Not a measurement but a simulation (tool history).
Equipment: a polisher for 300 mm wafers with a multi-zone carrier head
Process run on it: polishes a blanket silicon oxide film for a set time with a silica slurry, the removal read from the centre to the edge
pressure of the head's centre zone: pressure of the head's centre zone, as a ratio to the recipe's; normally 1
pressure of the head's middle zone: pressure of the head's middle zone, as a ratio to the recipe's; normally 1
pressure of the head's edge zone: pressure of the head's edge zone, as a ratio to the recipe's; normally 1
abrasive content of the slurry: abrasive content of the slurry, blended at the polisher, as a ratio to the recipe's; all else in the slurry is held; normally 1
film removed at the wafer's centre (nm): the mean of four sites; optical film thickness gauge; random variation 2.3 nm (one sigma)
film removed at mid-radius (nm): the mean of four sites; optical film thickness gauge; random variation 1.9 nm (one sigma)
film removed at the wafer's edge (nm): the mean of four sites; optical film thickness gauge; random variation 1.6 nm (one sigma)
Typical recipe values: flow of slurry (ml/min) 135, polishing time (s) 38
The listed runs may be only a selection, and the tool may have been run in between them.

run    hour  flow of slurry (ml/min)  pressure of the head's centre zone  pressure of the head's middle zone  pressure of the head's edge zone  abrasive content of the slurry  polishing time (s)  incoming thickness of the incoming film, nm  film removed at the wafer's centre (nm)  film removed at mid-radius (nm)  film removed at the wafer's edge (nm)
  1       0                      135                                   1                                   1                                 1                             1.2                  38                                       1743.9                                    166.8                            163.7                                  168.9
  2    40.2                      135                                   1                                   1                                 1                               1                  38                                       1709.7                                    157.9                            158.4                                  156.9
  3    97.2                      135                                   1                                   1                                 1                            1.05                  38                                       1718.5                                    160.9                              159                                  159.5
      131.2  -- edge zone pressure recalibrated
  4   167.5                      135                                   1                                   1                                 1                            1.05                  38                                       1693.5                                    155.7                            158.7                                  158.4
      195.3  -- worn pad replaced by a new one
  5   243.7                      135                                   1                                   1                              1.06                               1                  38                                       1710.3                                    154.4                            154.9                                  160.2
      309.5  -- centre zone pressure recalibrated
  6   334.6                      135                                0.96                                   1                                 1                            0.85                  38                                       1722.8                                    137.4                            147.2                                  147.9
  7   397.4                      135                                0.88                                   1                                 1                            1.15                  38                                       1728.4                                    138.1                            156.3                                  159.9
  8   438.5                      135                                   1                                   1                              0.94                               1                  38                                       1744.3                                    150.5                            148.9                                  147.9
  9   540.2                      135                                   1                                   1                                 1                            1.25                  46                                         1710                                    189.5                              189                                  192.5
 10   603.6                      135                                0.96                                   1                                 1                            0.85                  38                                       1718.2                                    134.2                            139.3                                  143.2
      626.9  -- worn pad replaced by a new one
 11   666.4                      165                                   1                                   1                                 1                               1                  38                                       1725.7                                    149.3                            149.9                                  156.4
 12   714.8                      175                                0.96                                   1                              0.97                               1                  29                                         1683                                    111.1                            116.2                                  118.2
      790.9  -- centre zone pressure recalibrated
 13   793.4                      135                                   1                                0.89                              1.06                             1.1                  42                                       1699.4                                      160                            142.9                                  168.3
      798.7  -- carrier head's membrane replaced by a new one
      847.8  -- slurry nozzle cleaned
 14   869.2                      150                                   1                                   1                                 1                               1                  25                                       1737.3                                    104.1                            103.4                                  104.4
 15   970.7                      135                                   1                                   1                                 1                               1                  38                                       1735.8                                    152.6                            151.4                                  155.6
      994.9  -- edge zone pressure recalibrated
 16  1033.2                      135                                   1                                0.97                                 1                               1                  38                                       1709.8                                    150.9                            149.6                                  152.9
       1089  -- worn pad replaced by a new one
 17  1138.4                      135                                   1                                   1                                 1                               1                  38                                       1700.7                                    144.2                            145.8                                  152.9
 18  1193.2                      135                                   1                                   1                                 1                               1                  38                                       1721.8                                    147.3                            148.1                                  150.9
     1222.3  -- centre zone pressure recalibrated
 19  1246.8                      135                                   1                                1.07                              0.91                               1                  38                                       1745.2                                    140.6                            152.9                                  144.8
 20  1460.5                      105                                   1                                1.04                              1.03                               1                  43                                       1744.4                                    135.9                              148                                  156.3
     1492.9  -- worn pad replaced by a new one
     1495.5  -- carrier head's membrane replaced by a new one
 21    1554                      135                                   1                                0.88                                 1                               1                  38                                       1703.2                                    132.3                              123                                  143.1

Here are 4 independent what-if runs from the current tool condition. What would each one return?
  A  1554.4                      135                                   1                                   1                                 1                               1                  38                                       1710.6                                        ?                                ?                                      ?
  B  1554.4                      135                                0.93                                1.08                              0.89                            0.75                  38                                       1710.6                                        ?                                ?                                      ?
  C  1554.4                      110                                0.95                                0.96                              1.11                               1                  38                                       1710.6                                        ?                                ?                                      ?
  D  1554.4                      135                                   1                                   1                                 1                             1.2                  49                                       1710.6                                        ?                                ?                                      ?

run  film removed at the wafer's centre (nm)  film removed at mid-radius (nm)  film removed at the wafer's edge (nm)
  A                                    131.7                            137.1                                  143.6
  B                                    113.7                            135.6                                  126.1
  C                                      113                            121.8                                  143.4
  D                                    178.3                            185.5                                  194.3
Had the tool no hidden state, the same runs would have come out as:
run  film removed at the wafer's centre (nm)  film removed at mid-radius (nm)  film removed at the wafer's edge (nm)
  A                                    157.7                            160.3                                  159.6
  B                                    136.1                            158.5                                  140.2
  C                                    141.2                            147.5                                  162.2
  D                                    213.4                            216.9                                    216
